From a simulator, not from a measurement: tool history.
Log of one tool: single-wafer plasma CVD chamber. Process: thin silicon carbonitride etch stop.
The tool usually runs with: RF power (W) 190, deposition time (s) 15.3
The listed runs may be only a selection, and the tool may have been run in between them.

run	day	RF power (W)	deposition time (s)	read-back reference wafer on the same gauge, thickness_nm	mean film thickness on the monitor wafer (nm)
1	0.000	205	15.3	6.801	8.108
2	1.412	205	15.3	6.796	8.137
3	1.933	190	15.3	6.809	7.809
4	2.592	165	16.2	6.803	7.667
5	3.346	190	15.3	6.804	7.809
6	4.312	190	15.3	6.794	7.804
7	5.046	190	13.5	6.810	6.848
8	6.212	190	14.6	6.801	7.374
# day 7.804: showerhead replaced, of another model than before
# day 10.217: RF generator calibrated
9	10.512	190	14.6	6.802	7.713
10	11.100	180	15.3	6.791	7.707
11	12.312	190	15.3	6.799	8.078
12	12.967	165	15.3	6.812	7.224
13	13.846	165	15.3	6.802	7.205
14	14.738	165	15.3	6.794	7.165
15	16.079	170	17.0	6.794	8.172
16	16.688	190	15.3	6.799	8.081
17	17.533	175	16.8	6.801	8.349
# day 18.662: gauge calibrated
18	18.679	155	17.6	6.807	7.695
# day 20.104: thermocouple changed; heater temperature recalibrated
19	20.125	190	16.9	6.798	8.901
20	21.008	220	15.3	6.796	8.881
21	21.992	160	15.3	6.800	6.959
22	23.096	190	17.4	6.795	9.138
23	23.662	190	16.6	6.793	8.730
24	24.971	170	17.0	6.800	8.220
25	28.579	190	15.3	6.793	7.997
26	29.908	190	16.8	6.801	8.795
27	31.079	215	17.4	6.801	9.909
28	32.108	190	15.3	6.798	8.009
29	32.675	215	15.3	6.798	8.702
30	34.162	180	17.8	6.799	8.916
31	35.046	190	15.3	6.802	7.981
32	36.138	210	13.5	6.805	7.531
33	36.754	190	15.3	6.796	7.997
34	37.558	190	15.3	6.806	7.977
35	38.292	190	17.0	6.788	8.834

5 options for the next run, each taken on its own from the tool as it stands now. Forecast them:
A	38.308	190	15.3	?	?
B	38.308	210	13.4	?	?
C	38.308	190	16.3	?	?
D	38.308	175	15.3	?	?
E	38.308	175	12.7	?	?

run	read-back reference wafer on the same gauge, thickness_nm	mean film thickness on the monitor wafer (nm)
A	6.792	7.937
B	6.792	7.446
C	6.792	8.455
D	6.792	7.442
E	6.792	6.177
The same runs, with their run-to-run variation unchanged, on a tool lacking any hidden condition would have given:
run	mean film thickness on the monitor wafer (nm)
A	8.093
B	7.593
C	8.622
D	7.589
E	6.299
